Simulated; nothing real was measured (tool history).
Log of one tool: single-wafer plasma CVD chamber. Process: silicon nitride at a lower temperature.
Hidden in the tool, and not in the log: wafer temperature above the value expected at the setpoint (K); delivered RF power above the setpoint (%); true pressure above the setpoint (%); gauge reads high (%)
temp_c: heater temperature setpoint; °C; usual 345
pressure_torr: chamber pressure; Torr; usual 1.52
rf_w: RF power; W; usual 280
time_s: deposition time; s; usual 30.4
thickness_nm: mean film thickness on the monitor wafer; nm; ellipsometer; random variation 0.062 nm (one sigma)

run,day,temp_c,pressure_torr,rf_w,time_s,wafers since the last listed run,hours since the last thermocouple change,hours since the last RF generator calibration,hours since the last manometer calibration,hours since the showerhead was replaced,hours since the gauge calibration,"read-back reference wafer on the same gauge, thickness_nm",thickness_nm
1,0.000,345,1.52,280,30.4,0,2259.3,915.8,2274.1,4415.2,86.6,25.114,29.612
2,0.583,340,1.52,280,30.4,388,2273.3,929.8,2288.1,4429.2,100.6,25.108,29.664
3,1.112,352,1.52,280,30.4,352,2286.0,942.5,2300.8,4441.9,113.3,25.109,29.324
4,1.596,352,1.52,280,30.4,321,2297.6,954.1,2312.4,4453.5,124.9,25.102,29.237
5,1.879,352,1.52,280,30.4,188,2304.4,960.9,2319.2,4460.3,131.7,25.085,29.262
6,2.229,345,1.52,240,33.6,233,2312.8,969.3,2327.6,4468.7,140.1,25.114,30.106
7,2.871,345,1.52,280,30.4,427,2328.2,984.7,2343.0,4484.1,155.5,25.087,29.385
# day 4.083: gauge calibrated
8,4.962,345,1.52,280,30.4,1393,2378.4,1034.9,2393.2,4534.3,21.1,25.101,29.252
# day 5.525: showerhead replaced, of another model than before
# day 5.792: thermocouple changed; heater temperature recalibrated
# day 6.088: capacitance manometer re-zeroed and calibrated
9,6.108,345,1.52,280,30.4,166,7.6,1062.4,0.5,14.0,48.6,25.107,29.984
10,6.121,345,1.39,230,28.3,8,7.9,1062.7,0.8,14.3,48.9,25.124,26.121
11,6.271,345,1.14,280,35.7,99,11.5,1066.3,4.4,17.9,52.5,25.094,33.210
# day 6.912: RF generator calibrated
12,6.933,345,1.69,250,30.4,219,27.4,0.5,20.3,33.8,68.4,25.097,30.443
13,6.946,345,1.68,280,33.7,8,27.7,0.8,20.6,34.1,68.7,25.102,34.717
14,7.467,345,1.69,250,30.4,346,40.2,13.3,33.1,46.6,81.2,25.077,30.505
15,7.950,339,1.84,260,25.0,321,51.8,24.9,44.7,58.2,92.8,25.102,25.801
16,8.200,339,1.89,280,30.4,166,57.8,30.9,50.7,64.2,98.8,25.113,32.116
17,8.892,345,1.52,280,30.4,460,74.4,47.5,67.3,80.8,115.4,25.091,30.714

The next listed run, before its measurement:
18,9.421,345,1.21,280,34.5,352,87.1,60.2,80.0,93.5,128.1,?,?

read-back reference wafer on the same gauge, thickness_nm: 25.096
thickness_nm: 33.464 nm
Without the tool's hidden state the same run would have given thickness_nm 33.507 nm.
